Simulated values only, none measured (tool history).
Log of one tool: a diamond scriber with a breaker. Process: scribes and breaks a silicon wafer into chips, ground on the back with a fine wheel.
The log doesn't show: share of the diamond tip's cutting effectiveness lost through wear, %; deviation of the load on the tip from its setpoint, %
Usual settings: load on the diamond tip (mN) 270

run     day  load on the diamond tip (mN)  wafers since the last listed run  hours since the diamond tip was replaced  hours since the load on the tip was calibrated  incoming depth of the damage left on the back of the incoming wafer, um  depth of the median crack under the scribed line (nm)  chips rejected at inspection after the break (%)
  1   0.000                           270                                 0                                     734.4                                          1767.5                                                                     1.55                                                   6880                                              4.88
  2   0.342                           270                                30                                     742.6                                          1775.7                                                                     1.94                                                   6870                                              5.86
  3   0.858                           270                                45                                     755.0                                          1788.1                                                                     2.28                                                   6820                                              7.18
  4   1.208                           270                                30                                     763.4                                          1796.5                                                                     2.88                                                   6780                                              9.84
  5   1.704                           270                                43                                     775.3                                          1808.4                                                                     2.78                                                   6800                                              8.99
  6   2.096                           222                                34                                     784.7                                          1817.8                                                                     2.68                                                   6150                                             13.80
  7   2.625                           222                                46                                     797.4                                          1830.5                                                                     1.92                                                   6150                                             11.02
  8   3.188                           222                                49                                     810.9                                          1844.0                                                                     2.26                                                   6150                                             13.54
  9   3.488                           207                                26                                     818.1                                          1851.2                                                                     2.66                                                   5820                                             16.20
      3.642  -- diamond tip replaced by a new one, of another model than before
 10   3.758                           270                                16                                       2.8                                          1857.7                                                                     2.36                                                   8150                                              2.53
 11   4.312                           333                                48                                      16.1                                          1871.0                                                                     1.70                                                   8820                                              1.52
 12   5.754                           270                               127                                      50.7                                          1905.6                                                                     2.31                                                   7970                                              2.60
 13   6.446                           243                                60                                      67.3                                          1922.2                                                                     1.76                                                   7600                                              2.73
      6.546  -- load on the tip recalibrated
 14   6.800                           204                                23                                      75.8                                             6.1                                                                     2.41                                                   7120                                              6.34
 15   7.192                           224                                34                                      85.2                                            15.5                                                                     2.14                                                   7340                                              3.95
 16   7.546                           230                                31                                      93.7                                            24.0                                                                     2.61                                                   7440                                              5.55
 17   7.817                           201                                23                                     100.2                                            30.5                                                                     2.46                                                   7070                                              6.78
 18   8.529                           270                                62                                     117.3                                            47.6                                                                     1.84                                                   7690                                              2.59
 19   8.950                           336                                37                                     127.4                                            57.7                                                                     2.02                                                   8270                                              1.84
 20   9.683                           296                                64                                     145.0                                            75.3                                                                     1.65                                                   7790                                              1.91
 21  10.371                           344                                60                                     161.5                                            91.8                                                                     1.94                                                   8260                                              1.67

Forecast each of these 3 alternatives for the next run:
  A  10.392                           270                                 1                                     162.0                                            92.3                                                                     2.79                                                      ?                                                 ?
  B  10.392                           195                                 1                                     162.0                                            92.3                                                                     2.79                                                      ?                                                 ?
  C  10.392                           327                                 1                                     162.0                                            92.3                                                                     2.79                                                      ?                                                 ?

run  depth of the median crack under the scribed line (nm)  chips rejected at inspection after the break (%)
  A                                                   7400                                              5.62
  B                                                   6660                                              9.76
  C                                                   7940                                              4.00
Without the tool's hidden state the same runs would have given:
run  depth of the median crack under the scribed line (nm)  chips rejected at inspection after the break (%)
  A                                                   8320                                              3.44
  B                                                   7490                                              5.30
  C                                                   8930                                              3.37
